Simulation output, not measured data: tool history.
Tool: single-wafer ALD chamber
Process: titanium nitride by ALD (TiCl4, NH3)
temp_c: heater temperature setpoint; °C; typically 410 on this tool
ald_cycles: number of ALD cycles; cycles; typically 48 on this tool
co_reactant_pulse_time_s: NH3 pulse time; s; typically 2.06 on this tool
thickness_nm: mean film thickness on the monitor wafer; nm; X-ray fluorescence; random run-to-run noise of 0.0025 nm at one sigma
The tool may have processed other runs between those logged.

run	hour	temp_c	ald_cycles	co_reactant_pulse_time_s	read-back reference wafer on the same gauge, thickness_nm	thickness_nm
1	0.0	410	48	2.06	1.010	1.022
2	71.4	410	48	2.06	1.012	1.027
3	131.6	410	48	2.06	1.014	1.023
4	191.0	410	52	2.06	1.015	1.111
5	252.2	410	52	2.06	1.017	1.113
6	288.6	410	52	2.06	1.018	1.109
7	340.6	410	48	2.06	1.020	1.034
8	376.4	401	48	2.06	1.022	1.033
9	426.9	401	48	2.06	1.024	1.032
10	475.0	410	48	2.06	1.026	1.038
11	516.8	410	48	2.06	1.028	1.034
12	567.4	400	48	2.06	1.030	1.034
13	619.6	410	48	2.06	1.006	1.016
14	652.1	410	48	2.06	1.007	1.018
15	823.5	401	53	2.43	1.008	1.128
16	862.9	395	40	2.73	1.008	0.852
17	896.6	410	41	2.06	1.008	0.873
18	967.1	410	41	1.51	1.010	0.861
19	997.7	399	41	1.38	1.010	0.851
20	1045.8	410	48	2.06	1.011	1.022
21	1099.1	410	43	1.67	1.012	0.906
22	1153.6	414	53	1.60	1.013	1.122
23	1346.6	400	55	2.06	1.018	1.177
24	1376.0	410	48	2.06	1.019	1.024
25	1436.5	403	55	2.81	1.021	1.192

Between the runs listed above, the log contained 3 entries, not reproduced here. Where in the sequence does each belong, and how does what the log doesn't record of the tool's condition differ from the listed run before to the listed run after?
In the gap between runs 9 and 10: thermocouple changed; heater temperature recalibrated (hour 447.7)
  gauge reads high (%): 2.37 -> 2.57
  difference, measured minus the result without the unlogged condition, thickness_nm: +0.024 -> +0.026 nm
In the gap between runs 11 and 12: showerhead replaced (hour 563.5)
  gauge reads high (%): 2.75 -> 2.97
  difference, measured minus the result without the unlogged condition, thickness_nm: +0.028 -> +0.030 nm
In the gap between runs 12 and 13: gauge calibrated (hour 575.6)
  gauge reads high (%): 2.97 -> 0.68
  difference, measured minus the result without the unlogged condition, thickness_nm: +0.030 -> +0.007 nm
